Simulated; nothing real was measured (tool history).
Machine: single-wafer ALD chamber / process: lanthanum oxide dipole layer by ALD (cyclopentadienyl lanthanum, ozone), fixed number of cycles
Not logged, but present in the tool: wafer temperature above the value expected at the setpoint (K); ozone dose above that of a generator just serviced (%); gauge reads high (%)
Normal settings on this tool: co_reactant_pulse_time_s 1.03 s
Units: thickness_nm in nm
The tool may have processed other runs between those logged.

run   hour  co_reactant_pulse_time_s  wafers since the last listed run  hours since the last thermocouple change  hours since the last ozone generator service  hours since the showerhead was replaced  hours since the gauge calibration  read-back reference wafer on the same gauge, thickness_nm  thickness_nm
  1    0.0                      1.17                                 0                                    1391.1                                        1181.6                                   2281.8                              268.3                                                      0.515         0.527
  2   15.8                      1.17                               252                                    1406.9                                        1197.4                                   2297.6                              284.1                                                      0.515         0.531
  3   26.7                      1.29                               173                                    1417.8                                        1208.3                                   2308.5                              295.0                                                      0.515         0.538
  4   32.7                      1.29                                95                                    1423.8                                        1214.3                                   2314.5                              301.0                                                      0.515         0.538
  5   47.8                      1.29                               240                                    1438.9                                        1229.4                                   2329.6                              316.1                                                      0.516         0.541
  6   60.6                      1.03                               204                                    1451.7                                        1242.2                                   2342.4                              328.9                                                      0.514         0.513
  7   76.2                      1.03                               248                                    1467.3                                        1257.8                                   2358.0                              344.5                                                      0.515         0.514
  8   88.8                      1.03                               201                                    1479.9                                        1270.4                                   2370.6                              357.1                                                      0.515         0.512
  9  100.2                      1.15                               181                                    1491.3                                        1281.8                                   2382.0                              368.5                                                      0.515         0.526
 10  108.5                      1.03                               132                                    1499.6                                        1290.1                                   2390.3                              376.8                                                      0.514         0.512
 11  125.5                      1.20                               271                                    1516.6                                        1307.1                                   2407.3                              393.8                                                      0.515         0.530
 12  132.3                      1.20                               108                                    1523.4                                        1313.9                                   2414.1                              400.6                                                      0.515         0.531
 13  139.4                      1.03                               113                                    1530.5                                        1321.0                                   2421.2                              407.7                                                      0.515         0.512
 14  153.7                      1.03                               228                                    1544.8                                        1335.3                                   2435.5                              422.0                                                      0.515         0.514
 15  160.2                      1.03                               103                                    1551.3                                        1341.8                                   2442.0                              428.5                                                      0.515         0.514
 16  174.7                      1.03                               231                                    1565.8                                        1356.3                                   2456.5                              443.0                                                      0.515         0.516
 17  191.1                      0.89                               261                                    1582.2                                        1372.7                                   2472.9                              459.4                                                      0.515         0.493
 18  202.9                      0.62                               188                                    1594.0                                        1384.5                                   2484.7                              471.2                                                      0.515         0.443
     215.6  -- gauge calibrated
     221.5  -- ozone generator serviced
 19  222.0                      0.64                               177                                    1613.1                                           0.5                                   2503.8                                6.4                                                      0.515         0.449
 20  260.4                      1.36                               612                                    1651.5                                          38.9                                   2542.2                               44.8                                                      0.515         0.542
     268.7  -- thermocouple changed; heater temperature recalibrated
 21  273.8                      0.88                                86                                       5.1                                          52.3                                   2555.6                               58.2                                                      0.515         0.491
 22  282.5                      1.37                               138                                      13.8                                          61.0                                   2564.3                               66.9                                                      0.515         0.546
 23  291.7                      1.16                               146                                      23.0                                          70.2                                   2573.5                               76.1                                                      0.515         0.528
 24  307.1                      1.03                               245                                      38.4                                          85.6                                   2588.9                               91.5                                                      0.515         0.512
     325.7  -- showerhead replaced
 25  326.2                      1.19                               177                                      57.5                                         104.7                                      0.5                              110.6                                                      0.515         0.534
 26  336.1                      1.03                               157                                      67.4                                         114.6                                     10.4                              120.5                                                      0.515         0.512
 27  342.8                      0.91                               106                                      74.1                                         121.3                                     17.1                              127.2                                                      0.515         0.500
 28  349.5                      1.03                               106                                      80.8                                         128.0                                     23.8                              133.9                                                      0.515         0.514
 29  363.5                      1.43                               223                                      94.8                                         142.0                                     37.8                              147.9                                                      0.515         0.547
 30  393.4                      1.38                               477                                     124.7                                         171.9                                     67.7                              177.8                                                      0.516         0.546
 31  401.5                      0.70                               129                                     132.8                                         180.0                                     75.8                              185.9                                                      0.516         0.460
 32  408.2                      1.03                               106                                     139.5                                         186.7                                     82.5                              192.6                                                      0.515         0.514
 33  417.1                      0.84                               142                                     148.4                                         195.6                                     91.4                              201.5                                                      0.515         0.488
 34  431.6                      0.87                               231                                     162.9                                         210.1                                    105.9                              216.0                                                      0.514         0.490
 35  438.2                      1.25                               105                                     169.5                                         216.7                                    112.5                              222.6                                                      0.516         0.535

Branching from run 35: 4 alternative next runs. What would each branch give?
  A  438.6                      1.03                                 6                                     169.9                                         217.1                                    112.9                              223.0                                                          ?             ?
  B  438.6                      0.72                                 6                                     169.9                                         217.1                                    112.9                              223.0                                                          ?             ?
  C  438.6                      0.92                                 6                                     169.9                                         217.1                                    112.9                              223.0                                                          ?             ?
  D  438.6                      1.34                                 6                                     169.9                                         217.1                                    112.9                              223.0                                                          ?             ?

run  read-back reference wafer on the same gauge, thickness_nm  thickness_nm
  A                                                      0.515         0.511
  B                                                      0.515         0.463
  C                                                      0.515         0.497
  D                                                      0.515         0.541
Take away the tool's hidden state, keep each run's random variation, and the runs would have read:
run  thickness_nm
  A         0.511
  B         0.463
  C         0.497
  D         0.541

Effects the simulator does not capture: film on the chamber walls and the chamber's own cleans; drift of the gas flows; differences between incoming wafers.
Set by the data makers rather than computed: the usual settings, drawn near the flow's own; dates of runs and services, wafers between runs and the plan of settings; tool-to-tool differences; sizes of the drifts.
